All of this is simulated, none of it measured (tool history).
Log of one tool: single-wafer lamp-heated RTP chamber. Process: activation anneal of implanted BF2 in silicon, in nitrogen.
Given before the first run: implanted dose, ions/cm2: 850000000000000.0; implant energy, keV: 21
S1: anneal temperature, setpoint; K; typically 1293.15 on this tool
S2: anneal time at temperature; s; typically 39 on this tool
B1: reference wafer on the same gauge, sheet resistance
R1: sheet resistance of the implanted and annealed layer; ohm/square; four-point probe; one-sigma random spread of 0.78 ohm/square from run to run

| run | hour | S1 | S2 | B1 | R1 |
|---|---|---|---|---|---|
| 1 | 0.0 | 1293.15 | 39 | 134.11 | 158.88 |
| 2 | 44.5 | 1281.15 | 56 | 134.07 | 160.83 |
|  | 87.5 | pyrometer window cleaned and pyrometer calibrated |
| 3 | 133.1 | 1285.15 | 39 | 133.91 | 165.03 |
| 4 | 239.5 | 1285.15 | 39 | 133.90 | 164.01 |
|  | 252.1 | reflector plate cleaned |
| 5 | 303.7 | 1299.15 | 51 | 134.05 | 151.74 |
| 6 | 383.0 | 1299.15 | 51 | 133.92 | 151.29 |
| 7 | 471.9 | 1304.15 | 50 | 133.99 | 149.68 |
| 8 | 516.8 | 1304.15 | 50 | 134.06 | 149.88 |
| 9 | 616.0 | 1293.15 | 39 | 133.97 | 157.47 |
|  | 694.9 | reflector plate cleaned |
|  | 730.8 | pyrometer window cleaned and pyrometer calibrated |
| 10 | 732.5 | 1293.15 | 39 | 134.07 | 155.63 |
|  | 775.1 | gauge calibrated |
| 11 | 818.6 | 1293.15 | 39 | 133.96 | 154.85 |
| 12 | 880.6 | 1293.15 | 39 | 134.09 | 156.64 |
|  | 973.9 | reflector plate cleaned, repeated, since the last time left the tool worse |
| 13 | 982.2 | 1293.15 | 39 | 133.92 | 161.38 |
| 14 | 1047.7 | 1293.15 | 18 | 133.95 | 172.74 |
| 15 | 1143.5 | 1272.15 | 50 | 133.89 | 169.54 |
| 16 | 1211.9 | 1283.15 | 21 | 133.99 | 176.88 |
|  | 1237.8 | pyrometer window cleaned and pyrometer calibrated |
| 17 | 1278.8 | 1264.15 | 39 | 133.95 | 181.70 |
| 18 | 1353.7 | 1284.15 | 31 | 134.26 | 169.91 |
|  | 1382.4 | reflector plate cleaned |
| 19 | 1406.0 | 1321.15 | 54 | 134.03 | 143.10 |
| 20 | 1461.6 | 1293.15 | 39 | 133.92 | 160.88 |
| 21 | 1567.9 | 1293.15 | 39 | 133.83 | 159.32 |
| 22 | 1607.2 | 1274.15 | 33 | 133.97 | 174.52 |
| 23 | 1711.5 | 1269.15 | 39 | 133.92 | 175.75 |
|  | 1742.9 | pyrometer window cleaned and pyrometer calibrated |
| 24 | 1758.9 | 1293.15 | 39 | 134.05 | 158.14 |
|  | 1802.8 | reflector plate cleaned |
| 25 | 1865.9 | 1317.15 | 21 | 133.95 | 156.80 |
| 26 | 1967.4 | 1268.15 | 54 | 133.85 | 170.16 |
| 27 | 2036.4 | 1317.15 | 51 | 133.90 | 143.20 |

4 ways to go on from here, each from the tool as it stands after run 27. What would each give?
| A | 2036.8 | 1293.15 | 19 | ? | ? |
| B | 2036.8 | 1311.15 | 22 | ? | ? |
| C | 2036.8 | 1282.15 | 59 | ? | ? |
| D | 2036.8 | 1293.15 | 50 | ? | ? |

| run | B1 | R1 |
|---|---|---|
| A | 133.83 | 172.76 |
| B | 133.83 | 159.94 |
| C | 133.83 | 161.04 |
| D | 133.83 | 156.55 |
What these runs would have given with no unlogged condition in the tool:
| run | R1 |
|---|---|
| A | 175.55 |
| B | 161.84 |
| C | 163.59 |
| D | 158.74 |
